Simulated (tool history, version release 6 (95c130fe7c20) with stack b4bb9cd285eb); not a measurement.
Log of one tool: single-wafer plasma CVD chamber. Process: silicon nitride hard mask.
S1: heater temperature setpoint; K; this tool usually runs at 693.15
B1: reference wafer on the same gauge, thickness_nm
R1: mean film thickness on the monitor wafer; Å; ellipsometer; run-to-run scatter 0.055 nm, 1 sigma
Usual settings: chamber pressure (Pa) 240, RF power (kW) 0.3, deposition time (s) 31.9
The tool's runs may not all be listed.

run 1 hour=0 | S1=693.15 chamber_pressure_(Pa)=240 RF_power_(kW)=0.3 deposition_time_(s)=31.9 | B1=30.985 | R1=347.5
run 2 hour=16.4 | S1=693.15 chamber_pressure_(Pa)=240 RF_power_(kW)=0.3 deposition_time_(s)=36.8 | B1=31.002 | R1=398.21
run 3 hour=23.5 | S1=693.15 chamber_pressure_(Pa)=240 RF_power_(kW)=0.3 deposition_time_(s)=31.9 | B1=31.027 | R1=346.39
run 4 hour=39.9 | S1=693.15 chamber_pressure_(Pa)=240 RF_power_(kW)=0.3 deposition_time_(s)=31.9 | B1=31.016 | R1=345.09
run 5 hour=48.1 | S1=704.15 chamber_pressure_(Pa)=240 RF_power_(kW)=0.3 deposition_time_(s)=31.9 | B1=30.983 | R1=344.55
run 6 hour=65.4 | S1=704.15 chamber_pressure_(Pa)=240 RF_power_(kW)=0.3 deposition_time_(s)=31.9 | B1=31.026 | R1=343.58
run 7 hour=72.1 | S1=704.15 chamber_pressure_(Pa)=240 RF_power_(kW)=0.3 deposition_time_(s)=31.9 | B1=31.004 | R1=343.6
run 8 hour=84.5 | S1=693.15 chamber_pressure_(Pa)=240 RF_power_(kW)=0.335 deposition_time_(s)=35.1 | B1=30.994 | R1=420.13
run 9 hour=96.9 | S1=693.15 chamber_pressure_(Pa)=240 RF_power_(kW)=0.335 deposition_time_(s)=35.1 | B1=31.002 | R1=421.18
run 10 hour=104 | S1=705.15 chamber_pressure_(Pa)=240 RF_power_(kW)=0.355 deposition_time_(s)=31.9 | B1=30.988 | R1=399.93
-- hour=116.9 showerhead replaced
run 11 hour=119.7 | S1=698.15 chamber_pressure_(Pa)=240 RF_power_(kW)=0.335 deposition_time_(s)=28.6 | B1=30.995 | R1=342.12
run 12 hour=135.1 | S1=706.15 chamber_pressure_(Pa)=240 RF_power_(kW)=0.315 deposition_time_(s)=31.9 | B1=30.992 | R1=358.61
run 13 hour=150 | S1=693.15 chamber_pressure_(Pa)=240 RF_power_(kW)=0.3 deposition_time_(s)=31.9 | B1=31.008 | R1=342.88
run 14 hour=163 | S1=693.15 chamber_pressure_(Pa)=183 RF_power_(kW)=0.35 deposition_time_(s)=31.9 | B1=30.998 | R1=366.8
run 15 hour=180.4 | S1=693.15 chamber_pressure_(Pa)=240 RF_power_(kW)=0.33 deposition_time_(s)=36.1 | B1=30.988 | R1=425.33
-- hour=181.1 gauge calibrated
-- hour=190.1 RF generator calibrated
run 16 hour=193.5 | S1=693.15 chamber_pressure_(Pa)=240 RF_power_(kW)=0.3 deposition_time_(s)=31.9 | B1=31 | R1=364.34
-- hour=205.3 thermocouple changed; heater temperature recalibrated
run 17 hour=208.2 | S1=693.15 chamber_pressure_(Pa)=240 RF_power_(kW)=0.3 deposition_time_(s)=31.9 | B1=30.999 | R1=363.73
run 18 hour=222.9 | S1=697.15 chamber_pressure_(Pa)=240 RF_power_(kW)=0.3 deposition_time_(s)=31.9 | B1=31.011 | R1=364.04
run 19 hour=236 | S1=693.15 chamber_pressure_(Pa)=240 RF_power_(kW)=0.285 deposition_time_(s)=38.2 | B1=30.987 | R1=414.47
run 20 hour=250.7 | S1=693.15 chamber_pressure_(Pa)=240 RF_power_(kW)=0.27 deposition_time_(s)=31.9 | B1=30.987 | R1=326.54
run 21 hour=259.6 | S1=693.15 chamber_pressure_(Pa)=185 RF_power_(kW)=0.255 deposition_time_(s)=31.9 | B1=30.984 | R1=285.29
run 22 hour=276.9 | S1=702.15 chamber_pressure_(Pa)=269 RF_power_(kW)=0.25 deposition_time_(s)=34 | B1=31.008 | R1=327.69
run 23 hour=285.6 | S1=693.15 chamber_pressure_(Pa)=240 RF_power_(kW)=0.335 deposition_time_(s)=35.1 | B1=30.991 | R1=444.2
run 24 hour=294.7 | S1=693.15 chamber_pressure_(Pa)=195 RF_power_(kW)=0.3 deposition_time_(s)=26.1 | B1=30.985 | R1=281.07
run 25 hour=306.4 | S1=706.15 chamber_pressure_(Pa)=240 RF_power_(kW)=0.3 deposition_time_(s)=29.1 | B1=31.01 | R1=330.38
run 26 hour=317.4 | S1=693.15 chamber_pressure_(Pa)=240 RF_power_(kW)=0.3 deposition_time_(s)=37.2 | B1=31.007 | R1=424.37
run 27 hour=327.3 | S1=693.15 chamber_pressure_(Pa)=207 RF_power_(kW)=0.3 deposition_time_(s)=31.9 | B1=30.984 | R1=349.14
run 28 hour=336.5 | S1=693.15 chamber_pressure_(Pa)=292 RF_power_(kW)=0.325 deposition_time_(s)=31.9 | B1=30.986 | R1=413.26
run 29 hour=348.6 | S1=705.15 chamber_pressure_(Pa)=240 RF_power_(kW)=0.33 deposition_time_(s)=31.9 | B1=31.004 | R1=395.07

Some steps in R1 between neighbouring runs. How much of each would the tool show without its hidden state too (settings, what came in, random variation), and how much is left for the hidden state, with any gauge scatter that isn't in both results?
Hidden conditions of the tool in this case: wafer temperature above the value expected at the setpoint (K); delivered RF power above the setpoint (%); true pressure above the setpoint (%); gauge reads high (%).
Run 14 -> 15: chamber pressure (Pa) 183 -> 240, RF power (kW) 0.35 -> 0.33, deposition time (s) 31.9 -> 36.1. R1 +58.53 Å: hidden state -5.22, all else +63.75.
Run 15 -> 16: RF power (kW) 0.33 -> 0.3, deposition time (s) 36.1 -> 31.9, gauge calibrated, RF generator calibrated. R1 -60.99 Å: hidden state +26.24, all else -87.23.
Run 22 -> 23: S1 702.15 -> 693.15, chamber pressure (Pa) 269 -> 240, RF power (kW) 0.25 -> 0.335, deposition time (s) 34 -> 35.1. R1 +116.51 Å: hidden state -0.47, all else +116.98.
Run 23 -> 24: chamber pressure (Pa) 240 -> 195, RF power (kW) 0.335 -> 0.3, deposition time (s) 35.1 -> 26.1. R1 -163.13 Å: hidden state +1.14, all else -164.27.
